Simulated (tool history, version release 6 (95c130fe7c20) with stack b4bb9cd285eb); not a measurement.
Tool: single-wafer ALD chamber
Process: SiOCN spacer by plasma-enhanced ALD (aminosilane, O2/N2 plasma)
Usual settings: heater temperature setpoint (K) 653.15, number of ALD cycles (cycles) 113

run	day	heater temperature setpoint (K)	number of ALD cycles (cycles)	wafers since the last listed run	hours since the last thermocouple change	hours since the gauge calibration	read-back reference wafer on the same gauge, thickness_nm	mean film thickness on the monitor wafer (nm)
1	0	653.15	125	0	2627.7	537.3	5.671	6.936
2	1.05	653.15	113	69	2652.9	562.5	5.667	6.269
3	2.692	653.15	124	108	2692.3	601.9	5.672	6.935
4	5.046	653.15	97	155	2748.8	658.4	5.669	5.416
5	7.325	653.15	97	150	2803.5	713.1	5.662	5.41
6	9.033	653.15	97	112	2844.5	754.1	5.668	5.416
7	10.071	653.15	129	68	2869.4	779	5.675	7.175
8	12.404	653.15	129	153	2925.4	835	5.674	7.133
# day 12.433: gauge calibrated
# day 14.2: thermocouple changed; heater temperature recalibrated
9	14.921	647.15	105	143	17.3	59.7	5.663	5.83
10	15.958	653.15	104	68	42.2	84.6	5.662	5.786
11	17.279	653.15	113	87	73.9	116.3	5.672	6.296
12	20.171	648.15	129	190	143.3	185.7	5.666	7.109
13	21.883	653.15	123	112	184.4	226.8	5.671	6.848
14	30.154	653.15	113	545	382.9	425.3	5.675	6.272
15	32.321	640.15	113	142	434.9	477.3	5.66	6.287
16	34.117	649.15	131	118	478	520.4	5.665	7.295
17	36.688	644.15	95	169	539.7	582.1	5.669	5.269

5 ways to go on from here, each from the tool as it stands after run 17. What would each give?
A	36.712	653.15	113	1	540.3	582.7	?	?
B	36.712	643.15	101	1	540.3	582.7	?	?
C	36.712	639.15	107	1	540.3	582.7	?	?
D	36.712	643.15	97	1	540.3	582.7	?	?
E	36.712	653.15	132	1	540.3	582.7	?	?

run	read-back reference wafer on the same gauge, thickness_nm	mean film thickness on the monitor wafer (nm)
A	5.668	6.299
B	5.668	5.63
C	5.668	5.964
D	5.668	5.407
E	5.668	7.358
Without the tool's hidden state the same runs would have given:
run	mean film thickness on the monitor wafer (nm)
A	6.299
B	5.63
C	5.964
D	5.407
E	7.358

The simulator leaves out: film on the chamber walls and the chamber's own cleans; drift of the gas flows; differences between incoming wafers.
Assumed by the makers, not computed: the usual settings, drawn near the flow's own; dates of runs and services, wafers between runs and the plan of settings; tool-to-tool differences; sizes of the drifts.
